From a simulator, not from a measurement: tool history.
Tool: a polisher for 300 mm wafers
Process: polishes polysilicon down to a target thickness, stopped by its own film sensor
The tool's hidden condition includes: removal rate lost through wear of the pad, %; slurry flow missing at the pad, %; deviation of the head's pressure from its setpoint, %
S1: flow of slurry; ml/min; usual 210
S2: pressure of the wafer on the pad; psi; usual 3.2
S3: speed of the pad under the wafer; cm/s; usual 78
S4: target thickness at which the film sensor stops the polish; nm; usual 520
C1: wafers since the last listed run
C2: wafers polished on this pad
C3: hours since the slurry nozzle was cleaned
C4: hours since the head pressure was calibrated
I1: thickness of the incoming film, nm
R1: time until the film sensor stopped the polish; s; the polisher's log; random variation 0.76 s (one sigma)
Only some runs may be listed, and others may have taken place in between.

run   hour   S1   S2  S3   S4   C1    C2     C3      C4     I1    R1
  1    0.0  210  3.2  78  520    0   642  321.5   781.5  944.6  50.6
      54.8  -- worn pad replaced by a new one
  2   69.4  210  3.2  78  520  595   132  390.9   850.9  925.6  49.9
  3  112.9  210  3.2  78  520  396   529  434.4   894.4  927.5  48.7
     181.4  -- worn pad replaced by a new one
  4  184.9  210  3.8  78  520  619    31  506.4   966.4  919.0  39.2
  5  215.9  210  3.8  78  520  282   314  537.4   997.4  924.6  39.4
  6  248.5  210  3.8  78  520  297   611  570.0  1030.0  934.4  41.3
  7  299.9  180  3.2  78  520  468  1079  621.4  1081.4  929.0  46.8
     345.5  -- worn pad replaced by a new one
  8  349.9  180  3.2  78  520  419    40  671.4  1131.4  939.0  49.9
  9  386.7  210  3.9  78  620  335   375  708.2  1168.2  920.9  27.8
 10  420.1  210  3.2  78  520  304   680  741.6  1201.6  924.9  45.3
 11  457.4  230  3.2  78  520  339  1019  778.9  1238.9  931.2  45.8
     486.4  -- worn pad replaced by a new one
 12  525.6  210  3.9  78  620  584   357  847.1  1307.1  915.9  26.4
     544.5  -- slurry nozzle cleaned
     554.6  -- head pressure recalibrated
 13  555.1  145  3.2  78  472  241   598   10.6     0.5  926.2  60.8
 14  607.4  280  3.2  78  520  476  1075   62.9    52.8  939.6  51.7
     648.2  -- worn pad replaced by a new one
 15  667.1  210  3.2  78  520  507   172  122.6   112.5  927.4  50.3
 16  733.9  140  3.2  68  520  608   780  189.4   179.3  931.7  63.3

How would selected steps in R1 from run to run divide? Give the signed amount a tool lacking its hidden state would still show from settings, what came in and random variation, and the signed amount left for the hidden state, including any gauge scatter that is not in both of the compared results.
Run 12 -> 13: S1 210 -> 145, S2 3.9 -> 3.2, S4 620 -> 472, slurry nozzle cleaned, head pressure recalibrated. R1 +34.4 s: hidden state +4.3, all else +30.1.
